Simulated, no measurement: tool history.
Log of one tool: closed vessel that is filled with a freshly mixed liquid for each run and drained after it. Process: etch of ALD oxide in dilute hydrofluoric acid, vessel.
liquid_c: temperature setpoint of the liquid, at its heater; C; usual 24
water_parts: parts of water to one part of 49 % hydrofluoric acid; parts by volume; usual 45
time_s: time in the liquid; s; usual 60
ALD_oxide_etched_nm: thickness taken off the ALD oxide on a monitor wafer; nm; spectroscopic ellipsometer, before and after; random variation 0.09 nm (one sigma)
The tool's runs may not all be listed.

run    hour  liquid_c  water_parts  time_s  read-back film thickness of the ALD oxide reference wafer, read on the same gauge (nm)  ALD_oxide_etched_nm
  1       0        24           45      60                                                                                  140.01                18.78
  2    93.6        24           45      60                                                                                  139.98                18.77
  3   143.1      27.5           45      60                                                                                  139.99                21.56
  4   193.6      27.5           45      60                                                                                     140                21.39
  5   249.7      27.5           45      60                                                                                     140                21.49
  6   329.8        24           45      60                                                                                  139.99                18.71
  7     385        24           45      60                                                                                  140.04                18.65
      390.4  -- gauge calibrated
  8   490.1        21           45      60                                                                                     140                16.54
      540.5  -- hydrofluoric acid flow meter replaced
  9   565.3        24           45      60                                                                                  139.99                19.01
 10   602.1      27.5           45      60                                                                                  139.99                22.13
 11   651.1      28.5           35      60                                                                                  140.01                29.72
 12   715.7        24           40      60                                                                                  139.98                21.54
        738  -- thermometer replaced
 13   823.6      28.5           60      60                                                                                  140.01                16.65
 14   928.4      26.5           35      70                                                                                  139.97                31.69
 15  1018.3      26.5           60      60                                                                                     140                15.47

The same runs without the tool's hidden state, with the same run-to-run variation:
The hidden state here: liquid hotter than its thermometer reads (K); hydrofluoric acid flow below the setpoint (%); gauge reads high (%).
run  ALD_oxide_etched_nm
  1                19.08
  2                19.11
  3                21.99
  4                21.84
  5                21.97
  6                19.17
  7                19.13
  8                17.01
  9                19.04
 10                22.17
 11                29.82
 12                21.65
 13                16.77
 14                32.01
 15                15.67
